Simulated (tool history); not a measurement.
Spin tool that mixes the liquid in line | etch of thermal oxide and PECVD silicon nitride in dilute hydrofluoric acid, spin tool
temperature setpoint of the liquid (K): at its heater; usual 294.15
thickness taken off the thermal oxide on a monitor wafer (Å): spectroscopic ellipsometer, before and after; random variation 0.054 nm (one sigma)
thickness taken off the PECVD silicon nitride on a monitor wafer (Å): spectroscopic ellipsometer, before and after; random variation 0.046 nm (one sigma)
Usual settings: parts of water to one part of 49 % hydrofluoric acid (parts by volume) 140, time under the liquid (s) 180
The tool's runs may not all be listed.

run,hour,temperature setpoint of the liquid (K),parts of water to one part of 49 % hydrofluoric acid (parts by volume),time under the liquid (s),"read-back film thickness of the thermal oxide reference wafer, read on the same gauge (nm)","read-back film thickness of the PECVD silicon nitride reference wafer, read on the same gauge (nm)",thickness taken off the thermal oxide on a monitor wafer (Å),thickness taken off the PECVD silicon nitride on a monitor wafer (Å)
1,0.0,292.65,95,180,40.02,70.013,79.1,63.06
2,32.5,292.65,95,180,40.00,69.980,80.3,63.67
3,67.9,294.15,140,180,40.05,70.013,55.4,48.04
4,107.7,294.15,140,180,39.99,69.977,54.8,47.17
# hour 121.4: gauge calibrated
5,156.7,294.15,90,130,40.00,69.960,65.5,53.49
6,222.6,294.15,140,180,39.99,69.964,54.3,47.48
7,278.7,294.15,140,180,40.02,69.950,54.7,47.44
8,310.9,294.15,195,180,40.00,70.018,38.2,34.50
# hour 360.4: thermometer replaced
# hour 375.5: hydrofluoric acid flow meter replaced
9,377.4,294.15,140,180,40.03,70.005,55.1,48.07
10,481.5,292.15,140,180,40.03,69.993,50.5,41.69
11,542.4,294.15,140,180,39.99,69.978,55.5,47.65
12,602.4,294.15,140,180,40.02,70.027,55.7,48.44
13,711.4,294.15,115,265,39.96,69.978,102.2,86.47
14,781.2,291.15,140,250,40.03,69.992,68.5,54.89
15,842.7,291.15,170,135,40.04,70.025,29.5,24.00
16,892.0,292.15,100,150,39.98,70.022,61.7,47.26
17,935.9,294.15,140,180,40.02,69.951,54.8,47.99
18,984.2,294.15,140,180,39.98,69.988,54.7,47.85
19,1044.4,294.15,140,180,40.02,69.933,55.5,47.35
20,1085.3,294.15,180,90,39.97,70.005,20.5,18.71
21,1126.7,294.15,195,180,39.99,69.980,37.6,34.58
22,1179.5,294.15,95,210,39.99,69.994,99.7,81.26
23,1220.5,292.15,85,260,39.99,69.966,128.5,98.35
24,1289.2,294.15,205,235,39.99,70.002,47.0,42.99
25,1337.1,295.65,160,230,40.04,69.941,63.9,58.78

5 ways to go on from here, each from the tool as it stands after run 25. What would each give?
A,1337.6,294.15,160,180,?,?,?,?
B,1337.6,294.15,100,180,?,?,?,?
C,1337.6,290.15,185,110,?,?,?,?
D,1337.6,296.65,100,230,?,?,?,?
E,1337.6,294.15,110,180,?,?,?,?

run,"read-back film thickness of the thermal oxide reference wafer, read on the same gauge (nm)","read-back film thickness of the PECVD silicon nitride reference wafer, read on the same gauge (nm)",thickness taken off the thermal oxide on a monitor wafer (Å),thickness taken off the PECVD silicon nitride on a monitor wafer (Å)
A,39.99,70.036,47.3,41.78
B,39.99,70.036,80.8,66.18
C,39.99,70.036,20.8,16.98
D,39.99,70.036,114.2,99.94
E,39.99,70.036,72.6,60.28
Without the tool's hidden state the same runs would have given:
run,thickness taken off the thermal oxide on a monitor wafer (Å),thickness taken off the PECVD silicon nitride on a monitor wafer (Å)
A,47.3,41.78
B,80.8,66.18
C,20.8,16.98
D,114.2,99.94
E,72.6,60.28
